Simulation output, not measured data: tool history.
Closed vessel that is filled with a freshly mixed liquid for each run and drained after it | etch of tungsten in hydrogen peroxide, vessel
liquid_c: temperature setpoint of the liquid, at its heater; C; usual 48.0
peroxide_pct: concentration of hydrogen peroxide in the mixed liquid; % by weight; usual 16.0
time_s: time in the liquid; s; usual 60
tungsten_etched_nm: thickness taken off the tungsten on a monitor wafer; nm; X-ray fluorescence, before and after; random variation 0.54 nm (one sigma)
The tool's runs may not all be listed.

| run | hour | liquid_c | peroxide_pct | time_s | wafers since the last listed run | hours since the thermometer was replaced | hours since the peroxide flow meter was replaced | hours since the drum of peroxide was connected | hours since the gauge calibration | read-back film thickness of the tungsten reference wafer, read on the same gauge (nm) | tungsten_etched_nm |
|---|---|---|---|---|---|---|---|---|---|---|---|
| 1 | 0.0 | 48.0 | 16.0 | 60 | 0 | 2021.2 | 1645.4 | 794.9 | 185.2 | 119.97 | 83.61 |
| 2 | 24.3 | 48.0 | 16.0 | 35 | 3407 | 2045.5 | 1669.7 | 819.2 | 209.5 | 119.97 | 48.45 |
|  | 53.2 | gauge calibrated |
| 3 | 58.6 | 48.0 | 16.0 | 35 | 4809 | 2079.8 | 1704.0 | 853.5 | 5.4 | 120.00 | 48.61 |
| 4 | 83.8 | 54.5 | 16.0 | 60 | 3533 | 2105.0 | 1729.2 | 878.7 | 30.6 | 119.97 | 123.24 |
| 5 | 99.5 | 54.5 | 16.0 | 60 | 2201 | 2120.7 | 1744.9 | 894.4 | 46.3 | 119.99 | 123.58 |
|  | 130.6 | new drum of peroxide connected |
| 6 | 132.1 | 54.5 | 16.0 | 60 | 4430 | 2153.3 | 1777.5 | 1.5 | 78.9 | 120.05 | 123.43 |
| 7 | 150.4 | 43.0 | 16.0 | 60 | 2566 | 2171.6 | 1795.8 | 19.8 | 97.2 | 120.05 | 60.60 |
|  | 168.7 | peroxide flow meter replaced |
| 8 | 173.6 | 43.5 | 16.0 | 60 | 3112 | 2194.8 | 4.9 | 43.0 | 120.4 | 120.04 | 62.24 |
| 9 | 195.1 | 45.0 | 19.0 | 40 | 3014 | 2216.3 | 26.4 | 64.5 | 141.9 | 120.00 | 49.70 |
| 10 | 224.4 | 52.5 | 20.0 | 60 | 4108 | 2245.6 | 55.7 | 93.8 | 171.2 | 120.01 | 122.29 |
|  | 253.2 | gauge calibrated |
| 11 | 255.6 | 48.0 | 16.0 | 50 | 4374 | 2276.8 | 86.9 | 125.0 | 2.4 | 119.97 | 68.78 |
|  | 259.5 | thermometer replaced |
| 12 | 274.4 | 48.0 | 16.0 | 60 | 2495 | 14.9 | 105.7 | 143.8 | 21.2 | 120.04 | 76.65 |
| 13 | 302.3 | 55.5 | 12.5 | 75 | 3912 | 42.8 | 133.6 | 171.7 | 49.1 | 120.06 | 134.92 |
| 14 | 330.6 | 42.5 | 18.0 | 60 | 3968 | 71.1 | 161.9 | 200.0 | 77.4 | 120.05 | 57.13 |
|  | 350.9 | thermometer replaced, repeated, since the last time left the tool worse |
| 15 | 365.1 | 48.0 | 21.0 | 75 | 4697 | 14.2 | 196.4 | 234.5 | 111.9 | 120.06 | 132.71 |
| 16 | 383.7 | 48.0 | 16.0 | 60 | 2608 | 32.8 | 215.0 | 253.1 | 130.5 | 119.94 | 93.36 |

Some steps in tungsten_etched_nm between neighbouring runs. How much of each would the tool show without its hidden state too (settings, what came in, random variation), and how much is left for the hidden state, with any gauge scatter that isn't in both results?
The hidden state here: liquid colder than its thermometer reads (K); peroxide flow below the setpoint (%); peroxide weaker than its label (%); gauge reads high (%).
Run 13 -> 14: liquid_c 55.5 -> 42.5, peroxide_pct 12.5 -> 18.0, time_s 75 -> 60. tungsten_etched_nm -77.79 nm: hidden state +15.20, all else -92.99.
